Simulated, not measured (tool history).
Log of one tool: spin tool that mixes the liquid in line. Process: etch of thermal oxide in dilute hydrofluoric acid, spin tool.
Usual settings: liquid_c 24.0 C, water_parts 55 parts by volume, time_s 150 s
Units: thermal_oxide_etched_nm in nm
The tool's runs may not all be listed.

run   hour  liquid_c  water_parts  time_s  read-back film thickness of the thermal oxide reference wafer, read on the same gauge (nm)  thermal_oxide_etched_nm
  1    0.0      24.0           80     150                                                                                       60.17                     9.09
  2   23.9      24.0           75     150                                                                                       60.17                     9.85
  3   40.7      24.0           55     150                                                                                       60.23                    13.85
  4   73.5      24.0           55     150                                                                                       60.31                    13.84
  5  105.3      24.0           55     150                                                                                       60.44                    13.79
  6  121.8      22.5           55     150                                                                                       60.47                    13.04
  7  176.6      22.5           55     150                                                                                       60.65                    13.10
  8  210.8      22.5           55     150                                                                                       60.81                    13.16
     211.6  -- gauge calibrated
  9  228.8      24.0           35     150                                                                                       59.85                    22.25
 10  255.7      24.0           35     150                                                                                       59.93                    22.03
 11  290.2      24.0           35     150                                                                                       59.89                    22.11
     302.3  -- thermometer replaced
 12  302.8      24.0           55     150                                                                                       59.88                    13.65
 13  319.4      24.0           55     150                                                                                       59.93                    13.81
 14  331.4      24.0           55     150                                                                                       59.94                    13.93
 15  346.5      24.0           55     175                                                                                       59.98                    15.93
 16  372.5      20.5           55     150                                                                                       59.97                    11.88
 17  389.4      28.0           65     205                                                                                       60.04                    18.39
 18  403.7      22.0           80      80                                                                                       60.06                     4.54
 19  422.4      24.0           55     150                                                                                       60.10                    13.93
     436.3  -- hydrofluoric acid flow meter replaced
 20  436.8      27.5           55     150                                                                                       60.13                    15.80
 21  451.1      29.0           40     185                                                                                       60.18                    29.40
 22  524.2      24.0           55     150                                                                                       60.42                    13.80
 23  553.9      24.0           40     150                                                                                       60.48                    19.45
 24  574.6      22.0           55     150                                                                                       60.58                    12.80
 25  589.7      28.0           65     215                                                                                       60.64                    19.77
 26  607.3      24.0           55     150                                                                                       60.70                    13.92
 27  632.4      24.0           55     150                                                                                       60.82                    14.02
 28  652.0      28.0           65     215                                                                                       60.88                    19.62
 29  667.6      27.5           70      65                                                                                       60.97                     5.36
 30  687.9      28.5           75     125                                                                                       61.08                    10.00

Some steps in thermal_oxide_etched_nm between neighbouring runs. How much of each would the tool show without its hidden state too (settings, what came in, random variation), and how much is left for the hidden state, with any gauge scatter that isn't in both results?
The hidden state here: liquid colder than its thermometer reads (K); hydrofluoric acid flow below the setpoint (%); gauge reads high (%).
Run 8 -> 9: liquid_c 22.5 -> 24.0, water_parts 55 -> 35, gauge calibrated. thermal_oxide_etched_nm +9.09 nm: hidden state -0.23, all else +9.32.
Run 17 -> 18: liquid_c 28.0 -> 22.0, water_parts 65 -> 80, time_s 205 -> 80. thermal_oxide_etched_nm -13.85 nm: hidden state +0.00, all else -13.85.
Run 21 -> 22: liquid_c 29.0 -> 24.0, water_parts 40 -> 55, time_s 185 -> 150. thermal_oxide_etched_nm -15.60 nm: hidden state +0.00, all else -15.60.
Run 24 -> 25: liquid_c 22.0 -> 28.0, water_parts 55 -> 65, time_s 150 -> 215. thermal_oxide_etched_nm +6.97 nm: hidden state +0.09, all else +6.88.
Run 28 -> 29: liquid_c 28.0 -> 27.5, water_parts 65 -> 70, time_s 215 -> 65. thermal_oxide_etched_nm -14.26 nm: hidden state -0.19, all else -14.07.
